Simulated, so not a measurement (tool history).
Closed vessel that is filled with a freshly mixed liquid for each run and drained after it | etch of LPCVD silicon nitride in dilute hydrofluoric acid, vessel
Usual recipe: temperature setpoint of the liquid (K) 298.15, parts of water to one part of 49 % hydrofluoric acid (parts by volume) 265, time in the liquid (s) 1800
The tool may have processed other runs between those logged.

| run | day | temperature setpoint of the liquid (K) | parts of water to one part of 49 % hydrofluoric acid (parts by volume) | time in the liquid (s) | wafers since the last listed run | hours since the thermometer was replaced | hours since the hydrofluoric acid flow meter was replaced | hours since the gauge calibration | read-back film thickness of the LPCVD silicon nitride reference wafer, read on the same gauge (nm) | thickness taken off the LPCVD silicon nitride on a monitor wafer (angstrom) |
|---|---|---|---|---|---|---|---|---|---|---|
| 1 | 0 | 298.15 | 265 | 1800 | 0 | 1036.7 | 984.2 | 37.8 | 60.013 | 32.68 |
| 2 | 1.446 | 298.15 | 265 | 1800 | 898 | 1071.4 | 1018.9 | 72.5 | 60.004 | 33.01 |
| 3 | 2.946 | 298.15 | 265 | 1800 | 931 | 1107.4 | 1054.9 | 108.5 | 59.979 | 32.74 |
| 4 | 3.488 | 298.15 | 265 | 1800 | 336 | 1120.4 | 1067.9 | 121.5 | 60.005 | 32.67 |
| 5 | 4.7 | 298.15 | 265 | 1800 | 753 | 1149.5 | 1097 | 150.6 | 59.987 | 32.53 |
| 6 | 5.762 | 298.15 | 265 | 1800 | 659 | 1175 | 1122.5 | 176.1 | 59.992 | 32.62 |
| 7 | 6.317 | 298.15 | 265 | 1800 | 344 | 1188.3 | 1135.8 | 189.4 | 59.988 | 32.27 |
| 8 | 7.467 | 299.65 | 265 | 1800 | 714 | 1215.9 | 1163.4 | 217 | 59.98 | 35.41 |
| 9 | 8.329 | 298.15 | 265 | 1800 | 535 | 1236.6 | 1184.1 | 237.7 | 60.023 | 32.26 |
| 10 | 9.25 | 298.15 | 265 | 1800 | 571 | 1258.7 | 1206.2 | 259.8 | 60.003 | 32.07 |
|  | 9.642 | hydrofluoric acid flow meter replaced |
| 11 | 10.333 | 298.15 | 265 | 1800 | 647 | 1284.7 | 16.6 | 285.8 | 60.01 | 32.05 |
| 12 | 11.646 | 298.15 | 265 | 2490 | 815 | 1316.2 | 48.1 | 317.3 | 60.009 | 44.43 |
| 13 | 12.417 | 298.15 | 335 | 2145 | 478 | 1334.7 | 66.6 | 335.8 | 60.004 | 30.17 |
|  | 13.55 | thermometer replaced |
| 14 | 14.775 | 302.65 | 265 | 1800 | 1438 | 29.4 | 123.2 | 392.4 | 59.992 | 50.14 |
| 15 | 15.7 | 298.15 | 265 | 1800 | 574 | 51.6 | 145.4 | 414.6 | 60.01 | 37.95 |
| 16 | 16.879 | 299.65 | 360 | 2515 | 732 | 79.9 | 173.7 | 442.9 | 59.997 | 42.19 |
| 17 | 17.729 | 295.15 | 375 | 1800 | 527 | 100.3 | 194.1 | 463.3 | 59.991 | 22.32 |
| 18 | 18.758 | 298.15 | 265 | 1800 | 639 | 125 | 218.8 | 488 | 59.99 | 37.47 |
| 19 | 19.279 | 298.15 | 165 | 875 | 323 | 137.5 | 231.3 | 500.5 | 59.992 | 29.54 |
|  | 20.438 | gauge calibrated |
| 20 | 20.746 | 298.15 | 300 | 2135 | 911 | 172.7 | 266.5 | 7.4 | 59.997 | 39.45 |
| 21 | 22.725 | 301.65 | 185 | 1060 | 1229 | 220.2 | 314 | 54.9 | 59.976 | 38.75 |
| 22 | 23.758 | 295.15 | 210 | 1190 | 641 | 245 | 338.8 | 79.7 | 60.021 | 25.4 |
| 23 | 24.954 | 296.65 | 360 | 1800 | 742 | 273.7 | 367.5 | 108.4 | 60.002 | 25.01 |
| 24 | 26.012 | 298.15 | 265 | 1800 | 657 | 299.1 | 392.9 | 133.8 | 60 | 36.67 |
| 25 | 26.696 | 302.15 | 370 | 2820 | 424 | 315.5 | 409.3 | 150.2 | 59.994 | 52 |

Below are 3 alternative next runs, each starting from the tool's condition after run 25. Predict each:
| A | 26.746 | 298.15 | 265 | 1800 | 31 | 316.7 | 410.5 | 151.4 | ? | ? |
| B | 26.746 | 298.15 | 185 | 745 | 31 | 316.7 | 410.5 | 151.4 | ? | ? |
| C | 26.746 | 301.65 | 265 | 2410 | 31 | 316.7 | 410.5 | 151.4 | ? | ? |

| run | read-back film thickness of the LPCVD silicon nitride reference wafer, read on the same gauge (nm) | thickness taken off the LPCVD silicon nitride on a monitor wafer (angstrom) |
|---|---|---|
| A | 59.995 | 36.77 |
| B | 59.995 | 21.74 |
| C | 59.995 | 60.85 |
With no hidden state in the tool, these same runs would have given:
| run | thickness taken off the LPCVD silicon nitride on a monitor wafer (angstrom) |
|---|---|
| A | 38.29 |
| B | 22.66 |
| C | 63.27 |
